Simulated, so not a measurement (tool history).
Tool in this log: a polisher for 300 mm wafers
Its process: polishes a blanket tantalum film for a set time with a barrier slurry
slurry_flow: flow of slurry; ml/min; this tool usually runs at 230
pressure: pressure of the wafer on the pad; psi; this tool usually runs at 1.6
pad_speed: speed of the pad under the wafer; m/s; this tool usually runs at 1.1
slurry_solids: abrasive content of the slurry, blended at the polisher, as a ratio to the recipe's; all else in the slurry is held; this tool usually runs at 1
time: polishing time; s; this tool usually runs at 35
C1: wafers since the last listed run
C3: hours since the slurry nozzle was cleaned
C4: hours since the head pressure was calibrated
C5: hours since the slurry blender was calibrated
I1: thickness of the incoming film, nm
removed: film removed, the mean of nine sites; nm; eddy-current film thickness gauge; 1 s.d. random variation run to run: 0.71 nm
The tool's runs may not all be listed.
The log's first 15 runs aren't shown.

run 16 day=51.467 | slurry_flow=230 pressure=1.6 pad_speed=1.1 slurry_solids=1 time=35 | C1=573 wafers_polished_on_this_pad=9123 C3=705.3 C4=261.2 C5=114.2 | I1=466.9 | removed=58.2
-- day=51.642 worn pad replaced by a new one
-- day=53.867 slurry nozzle cleaned
run 17 day=55.742 | slurry_flow=230 pressure=1.6 pad_speed=1.1 slurry_solids=0.75 time=35 | C1=1091 wafers_polished_on_this_pad=1089 C3=45 C4=363.8 C5=216.8 | I1=457.8 | removed=53.7
run 18 day=57.558 | slurry_flow=250 pressure=1.1 pad_speed=1.1 slurry_solids=1 time=35 | C1=487 wafers_polished_on_this_pad=1576 C3=88.6 C4=407.4 C5=260.4 | I1=456.6 | removed=41.6
run 19 day=59.1 | slurry_flow=190 pressure=1.6 pad_speed=1.34 slurry_solids=1 time=35 | C1=413 wafers_polished_on_this_pad=1990 C3=125.6 C4=444.4 C5=297.4 | I1=456.5 | removed=70.2
run 20 day=60.712 | slurry_flow=230 pressure=1.1 pad_speed=0.94 slurry_solids=1 time=26 | C1=432 wafers_polished_on_this_pad=2423 C3=164.3 C4=483.1 C5=336.1 | I1=453 | removed=26.8
run 21 day=62.612 | slurry_flow=230 pressure=1.6 pad_speed=1.44 slurry_solids=1 time=35 | C1=509 wafers_polished_on_this_pad=2932 C3=209.9 C4=528.7 C5=381.7 | I1=462.2 | removed=77.1
run 22 day=65.258 | slurry_flow=210 pressure=1.6 pad_speed=0.94 slurry_solids=1 time=45 | C1=709 wafers_polished_on_this_pad=3642 C3=273.4 C4=592.2 C5=445.2 | I1=458.2 | removed=66.6
run 23 day=66.921 | slurry_flow=230 pressure=1.6 pad_speed=1.1 slurry_solids=1.3 time=35 | C1=446 wafers_polished_on_this_pad=4088 C3=313.3 C4=632.1 C5=485.1 | I1=469.6 | removed=64.9
run 24 day=71.067 | slurry_flow=260 pressure=1.6 pad_speed=1.26 slurry_solids=1.25 time=31 | C1=1112 wafers_polished_on_this_pad=5201 C3=412.8 C4=731.6 C5=584.6 | I1=451.1 | removed=65.2
-- day=75.196 head pressure recalibrated
run 25 day=78.625 | slurry_flow=230 pressure=2.1 pad_speed=1.1 slurry_solids=1.15 time=35 | C1=2005 wafers_polished_on_this_pad=7207 C3=594.2 C4=82.3 C5=766 | I1=459.5 | removed=80.3
-- day=79.983 slurry blender recalibrated
run 26 day=80.175 | slurry_flow=230 pressure=1.6 pad_speed=1.1 slurry_solids=1 time=30 | C1=393 wafers_polished_on_this_pad=7600 C3=631.4 C4=119.5 C5=4.6 | I1=458.3 | removed=52.4
-- day=83.292 slurry nozzle cleaned
-- day=83.517 worn pad replaced by a new one
run 27 day=84.058 | slurry_flow=160 pressure=1.6 pad_speed=1.1 slurry_solids=1 time=35 | C1=986 wafers_polished_on_this_pad=145 C3=18.4 C4=212.7 C5=97.8 | I1=454.8 | removed=58.7
run 28 day=87.321 | slurry_flow=230 pressure=1.6 pad_speed=1.1 slurry_solids=1 time=47 | C1=875 wafers_polished_on_this_pad=1020 C3=96.7 C4=291 C5=176.1 | I1=455.1 | removed=81.4
run 29 day=91.042 | slurry_flow=230 pressure=1.9 pad_speed=1.1 slurry_solids=1.2 time=30 | C1=998 wafers_polished_on_this_pad=2018 C3=186 C4=380.3 C5=265.4 | I1=451.5 | removed=64.7
run 30 day=94.317 | slurry_flow=230 pressure=1.8 pad_speed=0.98 slurry_solids=1 time=27 | C1=878 wafers_polished_on_this_pad=2897 C3=264.6 C4=458.9 C5=344 | I1=458.2 | removed=46.9
run 31 day=98.804 | slurry_flow=230 pressure=2 pad_speed=1.1 slurry_solids=1 time=35 | C1=1204 wafers_polished_on_this_pad=4101 C3=372.3 C4=566.6 C5=451.7 | I1=456.9 | removed=76

Alternative continuations, all from the tool just after run 31; predict every row:
run A day=98.821 | slurry_flow=230 pressure=1.6 pad_speed=1.1 slurry_solids=1.15 time=35 | C1=4 wafers_polished_on_this_pad=4106 C3=372.7 C4=567 C5=452.1 | I1=458.8 | removed=?
run B day=98.821 | slurry_flow=230 pressure=1.1 pad_speed=1.22 slurry_solids=1 time=35 | C1=4 wafers_polished_on_this_pad=4106 C3=372.7 C4=567 C5=452.1 | I1=458.8 | removed=?
run C day=98.821 | slurry_flow=255 pressure=1.8 pad_speed=1.1 slurry_solids=1.1 time=35 | C1=4 wafers_polished_on_this_pad=4106 C3=372.7 C4=567 C5=452.1 | I1=458.8 | removed=?

run=A removed=61.9
run=B removed=45.1
run=C removed=69.2
Stripped of hidden state, with their random variation kept, the same runs would have yielded:
run=A removed=61.6
run=B removed=45
run=C removed=68.9
